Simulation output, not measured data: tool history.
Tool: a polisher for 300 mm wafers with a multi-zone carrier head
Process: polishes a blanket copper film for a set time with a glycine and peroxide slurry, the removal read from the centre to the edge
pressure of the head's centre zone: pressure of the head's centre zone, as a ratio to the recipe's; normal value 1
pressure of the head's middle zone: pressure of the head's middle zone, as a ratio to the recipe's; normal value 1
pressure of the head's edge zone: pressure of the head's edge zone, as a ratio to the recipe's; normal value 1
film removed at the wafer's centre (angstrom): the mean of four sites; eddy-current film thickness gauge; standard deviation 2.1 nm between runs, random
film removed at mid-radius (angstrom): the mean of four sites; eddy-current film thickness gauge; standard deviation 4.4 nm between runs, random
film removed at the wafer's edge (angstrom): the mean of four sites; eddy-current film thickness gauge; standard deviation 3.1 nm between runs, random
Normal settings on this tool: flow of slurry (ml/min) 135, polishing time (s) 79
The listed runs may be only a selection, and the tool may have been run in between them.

| run | hour | flow of slurry (ml/min) | pressure of the head's centre zone | pressure of the head's middle zone | pressure of the head's edge zone | polishing time (s) | incoming thickness of the incoming film, nm | film removed at the wafer's centre (angstrom) | film removed at mid-radius (angstrom) | film removed at the wafer's edge (angstrom) |
|---|---|---|---|---|---|---|---|---|---|---|
| 1 | 0 | 135 | 1 | 1 | 1 | 79 | 1486.5 | 2826 | 2927 | 2807 |
|  | 5.9 | edge zone pressure recalibrated |
|  | 7.6 | worn pad replaced by a new one |
|  | 64.5 | centre zone pressure recalibrated |
| 2 | 74.9 | 95 | 1 | 1 | 1 | 79 | 1472.7 | 2616 | 2581 | 2751 |
|  | 118.7 | carrier head's membrane replaced by a new one |
| 3 | 144.5 | 135 | 1 | 1 | 1.06 | 79 | 1464.3 | 2956 | 2970 | 3052 |
| 4 | 183.5 | 135 | 1.09 | 1.1 | 0.9 | 90 | 1462.5 | 3638 | 3737 | 3223 |
| 5 | 248.7 | 175 | 0.97 | 1 | 1 | 96 | 1496 | 3701 | 3798 | 3714 |
| 6 | 317.1 | 135 | 1 | 1 | 1 | 79 | 1477 | 2882 | 2926 | 2891 |
|  | 378.7 | slurry nozzle cleaned |
| 7 | 619.6 | 115 | 0.94 | 0.89 | 1 | 101 | 1493.2 | 3333 | 3224 | 3680 |
| 8 | 689.9 | 155 | 0.95 | 1 | 1.04 | 99 | 1470.9 | 3552 | 3745 | 3681 |
|  | 761.1 | worn pad replaced by a new one |
| 9 | 797.5 | 135 | 0.96 | 1.11 | 1.05 | 79 | 1507.9 | 2860 | 3312 | 3030 |
|  | 801.4 | edge zone pressure recalibrated |
| 10 | 852.8 | 95 | 0.88 | 0.9 | 1.09 | 79 | 1459.4 | 2292 | 2461 | 2891 |
| 11 | 892.5 | 135 | 1 | 1.11 | 1 | 79 | 1453.7 | 2938 | 3248 | 2951 |
| 12 | 948.9 | 135 | 0.92 | 1 | 1 | 79 | 1456.6 | 2723 | 3008 | 2990 |
| 13 | 1044.3 | 155 | 1 | 1 | 1.06 | 79 | 1494.3 | 3044 | 3150 | 3064 |
|  | 1049.8 | centre zone pressure recalibrated |
| 14 | 1098.8 | 135 | 1 | 1 | 1 | 79 | 1492.8 | 2937 | 2960 | 2895 |
|  | 1181.4 | carrier head's membrane replaced by a new one |
| 15 | 1181.9 | 135 | 1.07 | 1 | 1 | 79 | 1499.4 | 3094 | 2992 | 2871 |
|  | 1219.1 | slurry nozzle cleaned |
| 16 | 1283.8 | 110 | 1 | 1 | 1 | 79 | 1463.7 | 2815 | 2823 | 2807 |
| 17 | 1347.7 | 115 | 1 | 1.06 | 0.94 | 96 | 1485.5 | 3382 | 3684 | 3296 |
| 18 | 1406.5 | 135 | 1 | 0.89 | 1.08 | 104 | 1470.9 | 3832 | 3604 | 3942 |
|  | 1445.8 | worn pad replaced by a new one |
| 19 | 1467.8 | 125 | 0.94 | 1 | 1.1 | 79 | 1497.2 | 2782 | 2971 | 3048 |
|  | 1508.9 | edge zone pressure recalibrated |
| 20 | 1557.7 | 175 | 0.97 | 1 | 1 | 96 | 1491.8 | 3803 | 3971 | 3780 |
| 21 | 1623.2 | 135 | 1 | 1 | 1 | 90 | 1461.4 | 3376 | 3391 | 3335 |
| 22 | 1721.8 | 135 | 1 | 1 | 1 | 52 | 1485.4 | 1913 | 1971 | 1911 |

Results for each run, recomputed without the tool's hidden state and with each run's random variation untouched:
Unlogged tool condition in this case: removal rate lost through wear of the pad, %; slurry flow missing at the pad, %; deviation of the centre zone's pressure from its setpoint, %; deviation of the edge zone's pressure from its setpoint, %.
| run | film removed at the wafer's centre (angstrom) | film removed at mid-radius (angstrom) | film removed at the wafer's edge (angstrom) |
|---|---|---|---|
| 1 | 3076 | 3175 | 3021 |
| 2 | 2766 | 2710 | 2847 |
| 3 | 3093 | 3093 | 3150 |
| 4 | 3816 | 3903 | 3336 |
| 5 | 3866 | 3955 | 3842 |
| 6 | 3051 | 3083 | 3018 |
| 7 | 3550 | 3423 | 3879 |
| 8 | 3783 | 3978 | 3889 |
| 9 | 2952 | 3407 | 3094 |
| 10 | 2412 | 2573 | 2983 |
| 11 | 3056 | 3365 | 3033 |
| 12 | 2844 | 3130 | 3084 |
| 13 | 3186 | 3285 | 3173 |
| 14 | 3099 | 3111 | 3015 |
| 15 | 3282 | 3161 | 3006 |
| 16 | 2927 | 2932 | 2908 |
| 17 | 3553 | 3862 | 3441 |
| 18 | 4046 | 3798 | 4135 |
| 19 | 2866 | 3052 | 3113 |
| 20 | 3922 | 4087 | 3872 |
| 21 | 3524 | 3528 | 3445 |
| 22 | 2014 | 2066 | 1988 |
